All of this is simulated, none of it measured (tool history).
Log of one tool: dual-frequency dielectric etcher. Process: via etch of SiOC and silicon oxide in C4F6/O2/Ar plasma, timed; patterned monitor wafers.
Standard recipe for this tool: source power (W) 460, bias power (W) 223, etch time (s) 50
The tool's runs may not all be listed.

| run | hour | source power (W) | bias power (W) | etch time (s) | wafers since the last listed run | hours since the last wet clean | hours since the last source power generator calibration | hours since the last bias power generator calibration | hours since the last upper electrode change | hours since the gauge calibration | read-back reference wafer on the same gauge, depth_nm | mean etch depth across the wafer (angstrom) |
|---|---|---|---|---|---|---|---|---|---|---|---|---|
| 1 | 0 | 460 | 223 | 50 | 0 | 280.2 | 4728.4 | 4472.8 | 2871.9 | 212 | 76.2 | 663 |
| 2 | 13.2 | 460 | 223 | 50 | 170 | 293.4 | 4741.6 | 4486 | 2885.1 | 225.2 | 76.2 | 662 |
| 3 | 26.3 | 460 | 223 | 50 | 169 | 306.5 | 4754.7 | 4499.1 | 2898.2 | 238.3 | 76.2 | 665 |
| 4 | 43 | 460 | 223 | 50 | 215 | 323.2 | 4771.4 | 4515.8 | 2914.9 | 255 | 76.2 | 663 |
| 5 | 70.9 | 460 | 223 | 50 | 360 | 351.1 | 4799.3 | 4543.7 | 2942.8 | 282.9 | 76.2 | 664 |
| 6 | 116.3 | 460 | 223 | 60.5 | 586 | 396.5 | 4844.7 | 4589.1 | 2988.2 | 328.3 | 76.2 | 804 |
| 7 | 127.1 | 460 | 223 | 60.5 | 139 | 407.3 | 4855.5 | 4599.9 | 2999 | 339.1 | 76.2 | 804 |
| 8 | 137.9 | 460 | 223 | 60.5 | 139 | 418.1 | 4866.3 | 4610.7 | 3009.8 | 349.9 | 76.2 | 804 |
| 9 | 151.7 | 460 | 223 | 50 | 178 | 431.9 | 4880.1 | 4624.5 | 3023.6 | 363.7 | 76.2 | 664 |
|  | 173 | bias power generator calibrated |
|  | 179.3 | wet clean of the chamber |
|  | 191.7 | upper electrode replaced |
| 10 | 192.2 | 460 | 223 | 50 | 229 | 12.9 | 4920.6 | 19.2 | 0.5 | 404.2 | 76.2 | 661 |
| 11 | 192.5 | 520 | 206 | 39 | 3 | 13.2 | 4920.9 | 19.5 | 0.8 | 404.5 | 76.2 | 534 |
| 12 | 198.6 | 580 | 264 | 35 | 78 | 19.3 | 4927 | 25.6 | 6.9 | 410.6 | 76.2 | 543 |
|  | 217.8 | gauge calibrated |
|  | 230.1 | source power generator calibrated |
| 13 | 252.1 | 550 | 223 | 44.5 | 639 | 72.8 | 22 | 79.1 | 60.4 | 34.3 | 76.2 | 641 |
| 14 | 260 | 380 | 223 | 50 | 102 | 80.7 | 29.9 | 87 | 68.3 | 42.2 | 76.2 | 600 |
| 15 | 269.8 | 460 | 223 | 50 | 126 | 90.5 | 39.7 | 96.8 | 78.1 | 52 | 76.2 | 662 |
| 16 | 283.9 | 550 | 223 | 54.5 | 182 | 104.6 | 53.8 | 110.9 | 92.2 | 66.1 | 76.2 | 786 |
| 17 | 297.6 | 520 | 263 | 60 | 176 | 118.3 | 67.5 | 124.6 | 105.9 | 79.8 | 76.2 | 883 |
| 18 | 304.2 | 460 | 223 | 54 | 85 | 124.9 | 74.1 | 131.2 | 112.5 | 86.4 | 76.2 | 715 |
| 19 | 336.9 | 460 | 264 | 57 | 422 | 157.6 | 106.8 | 163.9 | 145.2 | 119.1 | 76.2 | 794 |
| 20 | 349.9 | 420 | 223 | 59.5 | 167 | 170.6 | 119.8 | 176.9 | 158.2 | 132.1 | 76.2 | 752 |
| 21 | 363.4 | 500 | 170 | 36 | 174 | 184.1 | 133.3 | 190.4 | 171.7 | 145.6 | 76.2 | 460 |
| 22 | 370.7 | 460 | 223 | 50 | 94 | 191.4 | 140.6 | 197.7 | 179 | 152.9 | 76.2 | 661 |
| 23 | 379.4 | 400 | 176 | 35.5 | 112 | 200.1 | 149.3 | 206.4 | 187.7 | 161.6 | 76.2 | 409 |
| 24 | 392.8 | 460 | 223 | 50 | 173 | 213.5 | 162.7 | 219.8 | 201.1 | 175 | 76.2 | 661 |
| 25 | 410.2 | 460 | 223 | 50 | 224 | 230.9 | 180.1 | 237.2 | 218.5 | 192.4 | 76.2 | 662 |
| 26 | 422.2 | 460 | 242 | 50 | 155 | 242.9 | 192.1 | 249.2 | 230.5 | 204.4 | 76.2 | 679 |
| 27 | 451.6 | 460 | 223 | 50 | 379 | 272.3 | 221.5 | 278.6 | 259.9 | 233.8 | 76.2 | 663 |
| 28 | 461.4 | 400 | 238 | 46 | 126 | 282.1 | 231.3 | 288.4 | 269.7 | 243.6 | 76.2 | 581 |
| 29 | 477.5 | 420 | 223 | 50 | 207 | 298.2 | 247.4 | 304.5 | 285.8 | 259.7 | 76.2 | 634 |
| 30 | 492.9 | 460 | 258 | 50 | 198 | 313.6 | 262.8 | 319.9 | 301.2 | 275.1 | 76.2 | 693 |
| 31 | 504.4 | 400 | 247 | 55.5 | 148 | 325.1 | 274.3 | 331.4 | 312.7 | 286.6 | 76.2 | 706 |

Predict each of these 3 candidate next runs independently; none follows another, all start after run 31:
| A | 504.8 | 460 | 223 | 50 | 5 | 325.5 | 274.7 | 331.8 | 313.1 | 287 | ? | ? |
| B | 504.8 | 350 | 250 | 60.5 | 5 | 325.5 | 274.7 | 331.8 | 313.1 | 287 | ? | ? |
| C | 504.8 | 460 | 252 | 55.5 | 5 | 325.5 | 274.7 | 331.8 | 313.1 | 287 | ? | ? |

| run | read-back reference wafer on the same gauge, depth_nm | mean etch depth across the wafer (angstrom) |
|---|---|---|
| A | 76.2 | 664 |
| B | 76.2 | 723 |
| C | 76.2 | 765 |
Had the tool no hidden state, the same runs would have come out as:
| run | mean etch depth across the wafer (angstrom) |
|---|---|
| A | 661 |
| B | 720 |
| C | 761 |
